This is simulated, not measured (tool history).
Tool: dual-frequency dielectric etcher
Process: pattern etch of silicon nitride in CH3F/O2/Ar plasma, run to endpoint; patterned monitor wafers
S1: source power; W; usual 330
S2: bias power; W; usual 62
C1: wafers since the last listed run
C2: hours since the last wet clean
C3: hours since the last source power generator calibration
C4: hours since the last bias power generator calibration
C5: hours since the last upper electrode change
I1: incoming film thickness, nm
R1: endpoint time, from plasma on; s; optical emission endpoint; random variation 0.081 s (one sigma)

run 1 hour=0.0 | S1=330 S2=62 | C1=0 C2=231.9 C3=3785.4 C4=3067.8 C5=1400.1 | I1=17.46 | R1=27.3
run 2 hour=52.0 | S1=330 S2=62 | C1=867 C2=283.9 C3=3837.4 C4=3119.8 C5=1452.1 | I1=17.47 | R1=27.4
run 3 hour=109.7 | S1=330 S2=50 | C1=962 C2=341.6 C3=3895.1 C4=3177.5 C5=1509.8 | I1=17.58 | R1=29.6
run 4 hour=153.4 | S1=330 S2=50 | C1=729 C2=385.3 C3=3938.8 C4=3221.2 C5=1553.5 | I1=17.33 | R1=29.1
run 5 hour=187.2 | S1=330 S2=62 | C1=564 C2=419.1 C3=3972.6 C4=3255.0 C5=1587.3 | I1=17.59 | R1=28.0
run 6 hour=222.4 | S1=270 S2=62 | C1=587 C2=454.3 C3=4007.8 C4=3290.2 C5=1622.5 | I1=17.25 | R1=29.3
-- hour=283.5 wet clean of the chamber
run 7 hour=284.0 | S1=330 S2=62 | C1=627 C2=0.5 C3=4069.4 C4=3351.8 C5=1684.1 | I1=17.39 | R1=26.8
run 8 hour=321.1 | S1=330 S2=62 | C1=619 C2=37.6 C3=4106.5 C4=3388.9 C5=1721.2 | I1=17.35 | R1=26.8
run 9 hour=392.1 | S1=330 S2=62 | C1=1184 C2=108.6 C3=4177.5 C4=3459.9 C5=1792.2 | I1=17.35 | R1=27.0
-- hour=445.9 source power generator calibrated
run 10 hour=461.8 | S1=330 S2=62 | C1=1096 C2=178.3 C3=15.9 C4=3529.6 C5=1861.9 | I1=17.49 | R1=27.3
run 11 hour=506.6 | S1=330 S2=62 | C1=747 C2=223.1 C3=60.7 C4=3574.4 C5=1906.7 | I1=17.58 | R1=27.5
run 12 hour=543.2 | S1=390 S2=62 | C1=610 C2=259.7 C3=97.3 C4=3611.0 C5=1943.3 | I1=17.60 | R1=26.0
run 13 hour=610.9 | S1=390 S2=62 | C1=1129 C2=327.4 C3=165.0 C4=3678.7 C5=2011.0 | I1=17.47 | R1=25.9
run 14 hour=639.4 | S1=330 S2=62 | C1=475 C2=355.9 C3=193.5 C4=3707.2 C5=2039.5 | I1=17.48 | R1=27.5
-- hour=670.9 upper electrode replaced
run 15 hour=683.6 | S1=300 S2=62 | C1=337 C2=400.1 C3=237.7 C4=3751.4 C5=12.7 | I1=17.47 | R1=28.4
run 16 hour=741.7 | S1=330 S2=62 | C1=969 C2=458.2 C3=295.8 C4=3809.5 C5=70.8 | I1=17.58 | R1=27.8
run 17 hour=787.2 | S1=330 S2=77 | C1=759 C2=503.7 C3=341.3 C4=3855.0 C5=116.3 | I1=17.53 | R1=25.9
run 18 hour=882.4 | S1=330 S2=62 | C1=1588 C2=598.9 C3=436.5 C4=3950.2 C5=211.5 | I1=17.43 | R1=27.7
run 19 hour=913.3 | S1=330 S2=74 | C1=515 C2=629.8 C3=467.4 C4=3981.1 C5=242.4 | I1=17.49 | R1=26.2
-- hour=945.0 wet clean of the chamber
run 20 hour=972.4 | S1=270 S2=68 | C1=585 C2=27.4 C3=526.5 C4=4040.2 C5=301.5 | I1=17.57 | R1=28.2
-- hour=986.5 bias power generator calibrated
run 21 hour=1001.8 | S1=390 S2=66 | C1=423 C2=56.8 C3=555.9 C4=15.3 C5=330.9 | I1=17.60 | R1=25.2
run 22 hour=1036.5 | S1=390 S2=75 | C1=579 C2=91.5 C3=590.6 C4=50.0 C5=365.6 | I1=17.38 | R1=23.9
run 23 hour=1079.0 | S1=350 S2=49 | C1=709 C2=134.0 C3=633.1 C4=92.5 C5=408.1 | I1=17.48 | R1=28.5
run 24 hour=1109.5 | S1=370 S2=53 | C1=508 C2=164.5 C3=663.6 C4=123.0 C5=438.6 | I1=17.61 | R1=27.6
run 25 hour=1135.9 | S1=380 S2=46 | C1=440 C2=190.9 C3=690.0 C4=149.4 C5=465.0 | I1=17.49 | R1=28.4
run 26 hour=1160.2 | S1=260 S2=53 | C1=405 C2=215.2 C3=714.3 C4=173.7 C5=489.3 | I1=17.24 | R1=30.4
run 27 hour=1219.0 | S1=330 S2=62 | C1=981 C2=274.0 C3=773.1 C4=232.5 C5=548.1 | I1=17.45 | R1=27.3
run 28 hour=1277.3 | S1=330 S2=62 | C1=972 C2=332.3 C3=831.4 C4=290.8 C5=606.4 | I1=17.51 | R1=27.5
run 29 hour=1334.8 | S1=330 S2=62 | C1=959 C2=389.8 C3=888.9 C4=348.3 C5=663.9 | I1=17.50 | R1=27.6
run 30 hour=1394.9 | S1=370 S2=62 | C1=1002 C2=449.9 C3=949.0 C4=408.4 C5=724.0 | I1=17.50 | R1=26.6
run 31 hour=1427.9 | S1=310 S2=51 | C1=550 C2=482.9 C3=982.0 C4=441.4 C5=757.0 | I1=17.36 | R1=29.7
run 32 hour=1455.5 | S1=250 S2=72 | C1=460 C2=510.5 C3=1009.6 C4=469.0 C5=784.6 | I1=17.59 | R1=29.1
-- hour=1505.0 wet clean of the chamber
run 33 hour=1505.5 | S1=330 S2=62 | C1=433 C2=0.5 C3=1059.6 C4=519.0 C5=834.6 | I1=17.55 | R1=27.0
run 34 hour=1513.5 | S1=350 S2=78 | C1=133 C2=8.5 C3=1067.6 C4=527.0 C5=842.6 | I1=17.35 | R1=24.3
run 35 hour=1558.7 | S1=390 S2=48 | C1=754 C2=53.7 C3=1112.8 C4=572.2 C5=887.8 | I1=17.40 | R1=27.4

Measured less the same run without the tool's hidden state. The same run-to-run variation is in both; the gauge's scatter may not be:
The hidden state here: etch rate over this chamber's usual, %; source power that arrives over what is set, %; bias power that arrives over what is set, %.
run=1 R1=+0.4
run=2 R1=+0.5
run=3 R1=+0.6
run=4 R1=+0.7
run=5 R1=+0.7
run=6 R1=+0.7
run=7 R1=+0.0
run=8 R1=+0.1
run=9 R1=+0.1
run=10 R1=+0.2
run=11 R1=+0.3
run=12 R1=+0.3
run=13 R1=+0.5
run=14 R1=+0.5
run=15 R1=+0.6
run=16 R1=+0.7
run=17 R1=+0.7
run=18 R1=+0.9
run=19 R1=+0.8
run=20 R1=+0.0
run=21 R1=+0.0
run=22 R1=+0.1
run=23 R1=+0.2
run=24 R1=+0.2
run=25 R1=+0.2
run=26 R1=+0.3
run=27 R1=+0.3
run=28 R1=+0.4
run=29 R1=+0.5
run=30 R1=+0.6
run=31 R1=+0.7
run=32 R1=+0.7
run=33 R1=+0.0
run=34 R1=+0.0
run=35 R1=+0.0
